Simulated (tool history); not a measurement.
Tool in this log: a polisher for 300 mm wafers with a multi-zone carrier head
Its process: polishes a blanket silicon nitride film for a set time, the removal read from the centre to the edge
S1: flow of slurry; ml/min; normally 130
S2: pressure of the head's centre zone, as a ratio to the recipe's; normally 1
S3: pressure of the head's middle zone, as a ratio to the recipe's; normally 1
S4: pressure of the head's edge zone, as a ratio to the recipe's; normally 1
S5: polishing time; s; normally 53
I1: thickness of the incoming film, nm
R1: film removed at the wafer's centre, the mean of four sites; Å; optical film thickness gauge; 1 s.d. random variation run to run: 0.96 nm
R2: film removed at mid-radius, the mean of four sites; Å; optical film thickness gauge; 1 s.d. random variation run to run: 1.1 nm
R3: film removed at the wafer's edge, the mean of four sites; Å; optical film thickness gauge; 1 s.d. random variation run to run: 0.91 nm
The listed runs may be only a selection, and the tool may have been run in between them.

run,hour,S1,S2,S3,S4,S5,I1,R1,R2,R3
1,0,130,1,0.92,1,53,407.2,1500,1393,1502
# hour 46.7: worn pad replaced by a new one
2,97.2,130,1,0.92,1,53,402.2,1435,1358,1478
# hour 134.3: slurry nozzle cleaned
# hour 175.2: edge zone pressure recalibrated
3,175.7,130,1,1,0.94,53,393.5,1523,1507,1464
4,246.8,130,1,1,0.94,53,403.3,1541,1505,1476
5,330.8,130,1,1,0.94,53,397.8,1523,1492,1450
# hour 344.7: centre zone pressure recalibrated
6,405.7,130,1,1,1,53,396.4,1468,1465,1486
# hour 433.7: worn pad replaced by a new one
7,463.9,130,1,1,1,53,398.4,1450,1423,1468
8,508,130,1,1,1,53,396.5,1423,1409,1450
# hour 548: slurry nozzle cleaned
9,554.7,130,1,1,1,45,404.3,1294,1294,1281
10,607.3,155,0.9,1.09,1.06,53,402.3,1431,1664,1576
11,673.2,130,1,1,1,53,395.9,1517,1480,1517
12,755.9,130,0.94,1,1.11,67,401.1,1802,1892,2006
# hour 786.8: carrier head's membrane replaced by a new one
# hour 839.9: edge zone pressure recalibrated
13,841.1,110,0.93,1,1,38,395.7,916,997,1025
# hour 848.1: worn pad replaced by a new one
14,922.8,130,0.93,1,1,63,392.6,1567,1676,1722
# hour 952.7: slurry nozzle cleaned
# hour 1021.3: centre zone pressure recalibrated
15,1028.6,130,1,1.04,1.08,41,397.6,1182,1190,1216
16,1089.2,130,1,1,1,53,398.3,1524,1499,1508
17,1132.6,95,0.89,0.88,1,46,394.1,1050,1064,1221
18,1226.2,85,1.11,1,1.06,53,401.8,1370,1236,1388
19,1272.5,85,1,1,1,53,401.5,1221,1249,1327
# hour 1278.3: worn pad replaced by a new one
20,1316.1,130,0.94,1,1,44,395.7,1117,1169,1211
# hour 1326.5: slurry nozzle cleaned
21,1394.4,130,1,1,1,68,391.6,1972,1919,1934

5 options for the next run, each taken on its own from the tool as it stands now. Forecast them:
A,1394.8,130,1,1,1,53,403.6,?,?,?
B,1394.8,130,1.11,1.12,0.89,67,403.6,?,?,?
C,1394.8,155,1,1,1,53,403.6,?,?,?
D,1394.8,130,1,1,1.03,53,403.6,?,?,?
E,1394.8,130,0.89,0.95,1,68,403.6,?,?,?

run,R1,R2,R3
A,1523,1499,1495
B,2140,2063,1786
C,1592,1559,1537
D,1523,1499,1516
E,1737,1853,1919
Stripped of hidden state, with their random variation kept, the same runs would have yielded:
run,R1,R2,R3
A,1534,1509,1502
B,2156,2077,1795
C,1603,1568,1543
D,1534,1509,1523
E,1750,1865,1928
